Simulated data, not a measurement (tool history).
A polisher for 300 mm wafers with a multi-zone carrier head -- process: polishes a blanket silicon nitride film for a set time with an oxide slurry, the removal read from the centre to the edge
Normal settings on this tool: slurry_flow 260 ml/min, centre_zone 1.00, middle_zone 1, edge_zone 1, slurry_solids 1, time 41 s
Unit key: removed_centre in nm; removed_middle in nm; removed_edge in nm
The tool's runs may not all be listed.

run	day	slurry_flow	centre_zone	middle_zone	edge_zone	slurry_solids	time	wafers since the last listed run	wafers polished on this pad	hours since the slurry nozzle was cleaned	hours since the centre zone pressure was calibrated	hours since the edge zone pressure was calibrated	hours since the carrier head's membrane was replaced	incoming thickness of the incoming film, nm	removed_centre	removed_middle	removed_edge
1	0.000	260	1.00	1	1	1	41	0	858	367.4	474.3	998.9	1483.1	439.7	12.8	13.2	12.6
2	0.296	260	1.00	1	1	1	41	94	952	374.5	481.4	1006.0	1490.2	432.9	12.8	13.0	12.5
3	0.792	260	1.00	1	1	1	41	158	1111	386.4	493.3	1017.9	1502.1	430.1	12.8	12.8	12.2
# day 1.483: worn pad replaced by a new one
4	1.508	260	1.00	1	1	1	41	175	7	403.6	510.5	1035.1	1519.3	425.1	13.9	14.6	14.3
5	2.125	260	1.00	1	1	1	41	196	204	418.4	525.3	1049.9	1534.1	430.5	14.2	14.2	13.8
6	2.421	260	1.06	1	1	1	41	94	298	425.5	532.4	1057.0	1541.2	432.4	14.7	14.2	13.5
# day 2.579: centre zone pressure recalibrated
7	3.658	260	1.06	1	1	1	41	368	667	455.2	25.9	1086.7	1570.9	435.8	14.0	13.2	12.8
8	3.971	260	1.00	1	1	1	41	99	766	462.7	33.4	1094.2	1578.4	424.6	13.1	13.4	12.7
9	4.471	260	1.00	1	1	1	41	159	926	474.7	45.4	1106.2	1590.4	431.2	12.6	12.7	12.5
# day 5.196: worn pad replaced by a new one
10	5.217	310	1.00	1	1	1	41	184	6	492.6	63.3	1124.1	1608.3	431.4	14.2	14.6	14.2

Expected results for the next run?
# day 5.458: edge zone pressure recalibrated
11	5.662	260	1.00	1	1	1	41	115	122	503.3	74.0	4.9	1619.0	431.2	?	?	?

{"run 11": {"removed_centre": 14.2, "removed_middle": 14.1, "removed_edge": 13.6}}
On a tool with no hidden condition, and with the same random variation, this run would have come out at removed_centre 14.6 nm, removed_middle 14.5 nm, removed_edge 14.0 nm.

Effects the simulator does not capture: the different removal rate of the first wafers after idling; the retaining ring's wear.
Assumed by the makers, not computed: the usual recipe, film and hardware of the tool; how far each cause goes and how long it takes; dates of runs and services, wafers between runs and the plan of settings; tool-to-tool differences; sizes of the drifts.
